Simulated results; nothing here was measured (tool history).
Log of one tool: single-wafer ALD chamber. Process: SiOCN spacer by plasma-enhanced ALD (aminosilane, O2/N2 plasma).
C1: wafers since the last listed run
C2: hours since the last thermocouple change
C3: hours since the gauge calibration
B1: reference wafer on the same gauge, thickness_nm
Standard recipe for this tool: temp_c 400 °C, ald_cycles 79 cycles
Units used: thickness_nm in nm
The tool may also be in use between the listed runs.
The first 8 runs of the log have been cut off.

run 9 hour=569.5 | temp_c=400 ald_cycles=86 | C1=167 C2=1251.2 C3=3207 | B1=4.351 | thickness_nm=5.13
run 10 hour=663.5 | temp_c=400 ald_cycles=86 | C1=429 C2=1345.2 C3=3301 | B1=4.35 | thickness_nm=5.1
run 11 hour=738.5 | temp_c=405 ald_cycles=79 | C1=342 C2=1420.2 C3=3376 | B1=4.351 | thickness_nm=4.651
run 12 hour=833.2 | temp_c=405 ald_cycles=79 | C1=432 C2=1514.9 C3=3470.7 | B1=4.348 | thickness_nm=4.672
run 13 hour=888.5 | temp_c=405 ald_cycles=79 | C1=252 C2=1570.2 C3=3526 | B1=4.348 | thickness_nm=4.619
run 14 hour=1076 | temp_c=392 ald_cycles=79 | C1=856 C2=1757.7 C3=3713.5 | B1=4.35 | thickness_nm=4.668
run 15 hour=1147.9 | temp_c=411 ald_cycles=79 | C1=328 C2=1829.6 C3=3785.4 | B1=4.347 | thickness_nm=4.537
run 16 hour=1241.5 | temp_c=411 ald_cycles=79 | C1=427 C2=1923.2 C3=3879 | B1=4.349 | thickness_nm=4.531
-- hour=1334 thermocouple changed; heater temperature recalibrated
run 17 hour=1334.5 | temp_c=400 ald_cycles=79 | C1=388 C2=0.5 C3=3972 | B1=4.35 | thickness_nm=4.709
run 18 hour=1376.4 | temp_c=400 ald_cycles=79 | C1=191 C2=42.4 C3=4013.9 | B1=4.352 | thickness_nm=4.706
run 19 hour=1425.5 | temp_c=400 ald_cycles=79 | C1=224 C2=91.5 C3=4063 | B1=4.351 | thickness_nm=4.676
run 20 hour=1495.5 | temp_c=400 ald_cycles=79 | C1=319 C2=161.5 C3=4133 | B1=4.348 | thickness_nm=4.693
run 21 hour=1600.5 | temp_c=400 ald_cycles=79 | C1=479 C2=266.5 C3=4238 | B1=4.349 | thickness_nm=4.713
-- hour=1603.4 gauge calibrated
run 22 hour=1638.1 | temp_c=400 ald_cycles=79 | C1=171 C2=304.1 C3=34.7 | B1=4.349 | thickness_nm=4.668
run 23 hour=1700.3 | temp_c=405 ald_cycles=63 | C1=284 C2=366.3 C3=96.9 | B1=4.348 | thickness_nm=3.683
run 24 hour=1754.5 | temp_c=395 ald_cycles=84 | C1=247 C2=420.5 C3=151.1 | B1=4.348 | thickness_nm=4.96
run 25 hour=1800.2 | temp_c=400 ald_cycles=79 | C1=208 C2=466.2 C3=196.8 | B1=4.35 | thickness_nm=4.665
run 26 hour=1853.5 | temp_c=406 ald_cycles=90 | C1=243 C2=519.5 C3=250.1 | B1=4.352 | thickness_nm=5.265
run 27 hour=1920.2 | temp_c=412 ald_cycles=86 | C1=304 C2=586.2 C3=316.8 | B1=4.347 | thickness_nm=4.938
run 28 hour=1996.7 | temp_c=410 ald_cycles=73 | C1=349 C2=662.7 C3=393.3 | B1=4.355 | thickness_nm=4.214
run 29 hour=2062.6 | temp_c=395 ald_cycles=73 | C1=300 C2=728.6 C3=459.2 | B1=4.356 | thickness_nm=4.345
run 30 hour=2148.1 | temp_c=400 ald_cycles=79 | C1=390 C2=814.1 C3=544.7 | B1=4.35 | thickness_nm=4.723
run 31 hour=2246.9 | temp_c=391 ald_cycles=70 | C1=451 C2=912.9 C3=643.5 | B1=4.349 | thickness_nm=4.156

What will run 32 give?
run 32 hour=2312.5 | temp_c=400 ald_cycles=79 | C1=299 C2=978.5 C3=709.1 | B1=? | thickness_nm=?

{"run 32": {"B1": 4.351, "thickness_nm": 4.674}}
With no hidden state in the tool, this same run would have given thickness_nm 4.674 nm.

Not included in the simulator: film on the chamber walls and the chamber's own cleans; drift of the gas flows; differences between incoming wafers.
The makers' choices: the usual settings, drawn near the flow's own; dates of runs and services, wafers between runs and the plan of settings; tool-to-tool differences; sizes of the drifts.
